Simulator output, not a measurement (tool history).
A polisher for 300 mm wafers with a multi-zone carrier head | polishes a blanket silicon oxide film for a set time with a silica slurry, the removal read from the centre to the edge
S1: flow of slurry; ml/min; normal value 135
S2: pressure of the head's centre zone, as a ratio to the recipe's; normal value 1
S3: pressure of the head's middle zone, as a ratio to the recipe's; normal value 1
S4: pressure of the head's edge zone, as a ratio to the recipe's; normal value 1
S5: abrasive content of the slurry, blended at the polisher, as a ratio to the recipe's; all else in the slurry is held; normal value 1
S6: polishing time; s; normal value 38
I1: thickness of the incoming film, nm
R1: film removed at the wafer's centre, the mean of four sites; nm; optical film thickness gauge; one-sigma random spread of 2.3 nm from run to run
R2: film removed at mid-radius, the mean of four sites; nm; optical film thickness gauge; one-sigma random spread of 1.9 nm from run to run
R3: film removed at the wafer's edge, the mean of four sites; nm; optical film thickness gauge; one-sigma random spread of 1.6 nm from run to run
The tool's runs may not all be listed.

run    hour   S1    S2    S3    S4    S5  S6      I1     R1     R2     R3
  1       0  135     1     1     1   1.2  38  1743.9  166.8  163.7  168.9
  2    40.2  135     1     1     1     1  38  1709.7  157.9  158.4  156.9
  3    97.2  135     1     1     1  1.05  38  1718.5  160.9    159  159.5
      131.2  -- edge zone pressure recalibrated
  4   167.5  135     1     1     1  1.05  38  1693.5  155.7  158.7  158.4
      195.3  -- worn pad replaced by a new one
  5   243.7  135     1     1  1.06     1  38  1710.3  154.4  154.9  160.2
      309.5  -- centre zone pressure recalibrated
  6   334.6  135  0.96     1     1  0.85  38  1722.8  137.4  147.2  147.9
  7   397.4  135  0.88     1     1  1.15  38  1728.4  138.1  156.3  159.9
  8   438.5  135     1     1  0.94     1  38  1744.3  150.5  148.9  147.9
  9   540.2  135     1     1     1  1.25  46    1710  189.5    189  192.5
 10   603.6  135  0.96     1     1  0.85  38  1718.2  134.2  139.3  143.2
      626.9  -- worn pad replaced by a new one
 11   666.4  165     1     1     1     1  38  1725.7  149.3  149.9  156.4
 12   714.8  175  0.96     1  0.97     1  29    1683  111.1  116.2  118.2
      790.9  -- centre zone pressure recalibrated
 13   793.4  135     1  0.89  1.06   1.1  42  1699.4    160  142.9  168.3
      798.7  -- carrier head's membrane replaced by a new one
      847.8  -- slurry nozzle cleaned
 14   869.2  150     1     1     1     1  25  1737.3  104.1  103.4  104.4
 15   970.7  135     1     1     1     1  38  1735.8  152.6  151.4  155.6
      994.9  -- edge zone pressure recalibrated
 16  1033.2  135     1  0.97     1     1  38  1709.8  150.9  149.6  152.9
       1089  -- worn pad replaced by a new one
 17  1138.4  135     1     1     1     1  38  1700.7  144.2  145.8  152.9
 18  1193.2  135     1     1     1     1  38  1721.8  147.3  148.1  150.9
     1222.3  -- centre zone pressure recalibrated
 19  1246.8  135     1  1.07  0.91     1  38  1745.2  140.6  152.9  144.8
 20  1460.5  105     1  1.04  1.03     1  43  1744.4  135.9    148  156.3
     1492.9  -- worn pad replaced by a new one
     1495.5  -- carrier head's membrane replaced by a new one
 21    1554  135     1  0.88     1     1  38  1703.2  132.3    123  143.1

What the log doesn't show, run by run:
removal rate lost through wear of the pad, %: 0 at every run
deviation of the centre zone's pressure from its setpoint, %: 0 at every run
deviation of the edge zone's pressure from its setpoint, %: 0 at every run
H1: slurry flow missing at the pad, %
run     H1
  1  0.796
  2   2.53
  3      5
  4   8.04
  5   11.3
  6   15.3
  7     18
  8   19.7
  9   24.1
 10   26.9
 11   29.6
 12   31.7
 13   35.1
 14   11.1
 15   15.5
 16   18.2
 17   22.8
 18   25.1
 19   27.5
 20   36.7
 21   40.7
